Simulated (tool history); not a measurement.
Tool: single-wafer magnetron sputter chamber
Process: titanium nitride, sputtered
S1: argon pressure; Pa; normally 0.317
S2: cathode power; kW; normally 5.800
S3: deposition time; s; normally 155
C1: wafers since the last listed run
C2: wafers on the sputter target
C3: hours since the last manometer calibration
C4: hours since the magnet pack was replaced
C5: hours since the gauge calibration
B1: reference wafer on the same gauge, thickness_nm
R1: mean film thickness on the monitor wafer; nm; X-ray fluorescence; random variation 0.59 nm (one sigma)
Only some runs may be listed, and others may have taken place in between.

run 1 hour=0.0 | S1=0.317 S2=5.800 S3=155 | C1=0 C2=848 C3=1117.2 C4=3556.3 C5=1202.1 | B1=142.995 | R1=166.892
-- hour=33.0 gauge calibrated
run 2 hour=98.2 | S1=0.343 S2=5.400 S3=155 | C1=1132 C2=1981 C3=1215.4 C4=3654.5 C5=65.2 | B1=143.064 | R1=152.146
-- hour=334.1 sputter target and shields replaced
run 3 hour=360.7 | S1=0.317 S2=5.800 S3=146 | C1=2934 C2=307 C3=1477.9 C4=3917.0 C5=327.7 | B1=143.082 | R1=158.692
run 4 hour=466.8 | S1=0.317 S2=5.800 S3=146 | C1=1223 C2=1530 C3=1584.0 C4=4023.1 C5=433.8 | B1=142.929 | R1=155.566
run 5 hour=567.4 | S1=0.317 S2=5.800 S3=177 | C1=1159 C2=2690 C3=1684.6 C4=4123.7 C5=534.4 | B1=143.090 | R1=187.541
run 6 hour=625.2 | S1=0.317 S2=5.800 S3=177 | C1=666 C2=3356 C3=1742.4 C4=4181.5 C5=592.2 | B1=142.769 | R1=187.491
run 7 hour=683.2 | S1=0.317 S2=5.800 S3=155 | C1=668 C2=4025 C3=1800.4 C4=4239.5 C5=650.2 | B1=143.013 | R1=164.039
-- hour=766.5 sputter target and shields replaced
run 8 hour=774.0 | S1=0.317 S2=5.800 S3=155 | C1=954 C2=86 C3=1891.2 C4=4330.3 C5=741.0 | B1=143.107 | R1=159.209
run 9 hour=848.3 | S1=0.252 S2=5.800 S3=155 | C1=856 C2=943 C3=1965.5 C4=4404.6 C5=815.3 | B1=143.282 | R1=162.873
run 10 hour=930.1 | S1=0.317 S2=5.800 S3=155 | C1=943 C2=1886 C3=2047.3 C4=4486.4 C5=897.1 | B1=143.140 | R1=157.219
-- hour=967.5 capacitance manometer re-zeroed and calibrated
run 11 hour=977.7 | S1=0.317 S2=5.800 S3=155 | C1=456 C2=2343 C3=10.2 C4=4534.0 C5=944.7 | B1=142.981 | R1=157.041
run 12 hour=1058.2 | S1=0.411 S2=5.800 S3=155 | C1=928 C2=3271 C3=90.7 C4=4614.5 C5=1025.2 | B1=143.145 | R1=151.238
run 13 hour=1113.0 | S1=0.317 S2=5.800 S3=155 | C1=631 C2=3903 C3=145.5 C4=4669.3 C5=1080.0 | B1=142.967 | R1=156.065
-- hour=1201.2 sputter target and shields replaced, repeated, since the last time left the tool worse
run 14 hour=1201.7 | S1=0.317 S2=4.700 S3=155 | C1=930 C2=6 C3=234.2 C4=4758.0 C5=1168.7 | B1=142.836 | R1=137.065
run 15 hour=1271.7 | S1=0.317 S2=5.800 S3=155 | C1=807 C2=813 C3=304.2 C4=4828.0 C5=1238.7 | B1=142.848 | R1=167.400
-- hour=1411.1 gauge calibrated
run 16 hour=1537.5 | S1=0.206 S2=6.250 S3=155 | C1=3064 C2=3877 C3=570.0 C4=5093.8 C5=126.4 | B1=142.955 | R1=182.640
run 17 hour=1619.9 | S1=0.317 S2=4.450 S3=155 | C1=950 C2=4827 C3=652.4 C4=5176.2 C5=208.8 | B1=142.872 | R1=126.617
-- hour=1659.3 sputter target and shields replaced
-- hour=1704.7 magnet pack replaced
run 18 hour=1705.5 | S1=0.317 S2=5.800 S3=155 | C1=802 C2=440 C3=738.0 C4=0.8 C5=294.4 | B1=143.129 | R1=166.328
run 19 hour=1807.1 | S1=0.317 S2=5.800 S3=146 | C1=1171 C2=1612 C3=839.6 C4=102.4 C5=396.0 | B1=142.918 | R1=156.753
run 20 hour=1843.7 | S1=0.317 S2=6.250 S3=171 | C1=422 C2=2034 C3=876.2 C4=139.0 C5=432.6 | B1=143.117 | R1=194.484
run 21 hour=1882.6 | S1=0.408 S2=5.350 S3=163 | C1=448 C2=2482 C3=915.1 C4=177.9 C5=471.5 | B1=142.869 | R1=155.804
run 22 hour=1985.7 | S1=0.429 S2=5.800 S3=155 | C1=1188 C2=3671 C3=1018.2 C4=281.0 C5=574.6 | B1=142.859 | R1=156.819
run 23 hour=2023.8 | S1=0.317 S2=5.800 S3=155 | C1=439 C2=4110 C3=1056.3 C4=319.1 C5=612.7 | B1=142.957 | R1=163.875
run 24 hour=2098.0 | S1=0.317 S2=5.800 S3=128 | C1=855 C2=4966 C3=1130.5 C4=393.3 C5=686.9 | B1=142.845 | R1=133.703
-- hour=2141.2 sputter target and shields replaced
run 25 hour=2171.8 | S1=0.317 S2=5.350 S3=165 | C1=758 C2=352 C3=1204.3 C4=467.1 C5=760.7 | B1=143.036 | R1=164.957
run 26 hour=2270.7 | S1=0.201 S2=5.800 S3=129 | C1=1140 C2=1493 C3=1303.2 C4=566.0 C5=859.6 | B1=143.125 | R1=143.837

State the hidden condition of the tool at each of the runs:
true argon pressure above the setpoint (%): 0 across all the runs
gauge reads high (%): 0 across all the runs
H1: deposition rate above that of a new target (%)
run=1 H1=-1.02
run=2 H1=-1.63
run=3 H1=-0.207
run=4 H1=-0.864
run=5 H1=-1.49
run=6 H1=-1.85
run=7 H1=-2.2
run=8 H1=-4.75
run=9 H1=-5.21
run=10 H1=-5.72
run=11 H1=-6.01
run=12 H1=-6.51
run=13 H1=-6.85
run=14 H1=-0.0126
run=15 H1=-0.446
run=16 H1=-2.09
run=17 H1=-2.6
run=18 H1=-0.407
run=19 H1=-1.04
run=20 H1=-1.26
run=21 H1=-1.5
run=22 H1=-2.14
run=23 H1=-2.38
run=24 H1=-2.84
run=25 H1=-0.501
run=26 H1=-1.11
